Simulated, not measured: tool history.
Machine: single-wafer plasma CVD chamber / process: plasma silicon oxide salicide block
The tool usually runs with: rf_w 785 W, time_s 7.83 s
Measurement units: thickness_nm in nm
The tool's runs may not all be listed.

run   hour  rf_w  time_s  wafers since the last listed run  hours since the last RF generator calibration  hours since the showerhead was replaced  hours since the gauge calibration  read-back reference wafer on the same gauge, thickness_nm  thickness_nm
  1    0.0   785    7.83                                 0                                         1924.9                                   5196.8                              191.3                                                     75.812        80.240
  2   14.8   785    7.83                               713                                         1939.7                                   5211.6                              206.1                                                     75.795        80.200
  3   26.7   785    7.83                               573                                         1951.6                                   5223.5                              218.0                                                     75.768        80.324
  4   38.1   785    7.83                               549                                         1963.0                                   5234.9                              229.4                                                     75.789        80.414
  5   45.3   785    7.83                               347                                         1970.2                                   5242.1                              236.6                                                     75.753        80.186
  6   61.9   785    7.83                               800                                         1986.8                                   5258.7                              253.2                                                     75.762        80.216
  7   71.1   785    7.83                               443                                         1996.0                                   5267.9                              262.4                                                     75.726        80.385
  8   89.0   785    7.83                               862                                         2013.9                                   5285.8                              280.3                                                     75.704        80.547
  9   96.7   785    7.83                               371                                         2021.6                                   5293.5                              288.0                                                     75.718        80.125
 10  110.3   785    7.83                               655                                         2035.2                                   5307.1                              301.6                                                     75.721        80.039
 11  122.4   785    7.83                               583                                         2047.3                                   5319.2                              313.7                                                     75.703        80.192
     129.8  -- gauge calibrated
 12  137.7   785    7.83                               737                                         2062.6                                   5334.5                                7.9                                                     76.607        81.167
 13  156.1   785    7.83                               887                                         2081.0                                   5352.9                               26.3                                                     76.439        81.078
     164.8  -- RF generator calibrated
 14  165.3   900    8.79                                57                                            0.5                                   5362.1                               35.5                                                     76.379        94.693
 15  170.1   785    7.83                               231                                            5.3                                   5366.9                               40.3                                                     76.349        80.922
 16  182.4   785    7.83                               592                                           17.6                                   5379.2                               52.6                                                     76.266        80.751
     195.9  -- showerhead replaced
 17  200.0   700    9.08                               462                                           35.2                                      4.1                               70.2                                                     76.161        90.232
 18  207.7   785    6.39                               371                                           42.9                                     11.8                               77.9                                                     76.125        65.896
 19  250.3   785    7.83                              2053                                           85.5                                     54.4                              120.5                                                     75.963        80.423
 20  264.0   785    7.41                               660                                           99.2                                     68.1                              134.2                                                     75.932        76.355
 21  277.5   785    7.83                               650                                          112.7                                     81.6                              147.7                                                     75.885        80.380
 22  291.0   920    7.26                               650                                          126.2                                     95.1                              161.2                                                     75.876        78.400
 23  301.9   785    6.88                               525                                          137.1                                    106.0                              172.1                                                     75.833        70.715
 24  308.9   785    9.11                               337                                          144.1                                    113.0                              179.1                                                     75.821        93.363
 25  324.1   925    6.35                               732                                          159.3                                    128.2                              194.3                                                     75.784        68.706

5 ways to go on from here, each from the tool as it stands after run 25. What would each give?
  A  324.5   785    7.08                                19                                          159.7                                    128.6                              194.7                                                          ?             ?
  B  324.5   885    7.39                                19                                          159.7                                    128.6                              194.7                                                          ?             ?
  C  324.5   680    6.89                                19                                          159.7                                    128.6                              194.7                                                          ?             ?
  D  324.5   700    7.07                                19                                          159.7                                    128.6                              194.7                                                          ?             ?
  E  324.5   860    7.12                                19                                          159.7                                    128.6                              194.7                                                          ?             ?

run  read-back reference wafer on the same gauge, thickness_nm  thickness_nm
  A                                                     75.799        72.541
  B                                                     75.799        78.646
  C                                                     75.799        67.434
  D                                                     75.799        69.840
  E                                                     75.799        75.090
Without the tool's unlogged condition, the same runs would have read:
run  thickness_nm
  A        73.408
  B        79.586
  C        68.239
  D        70.675
  E        75.988
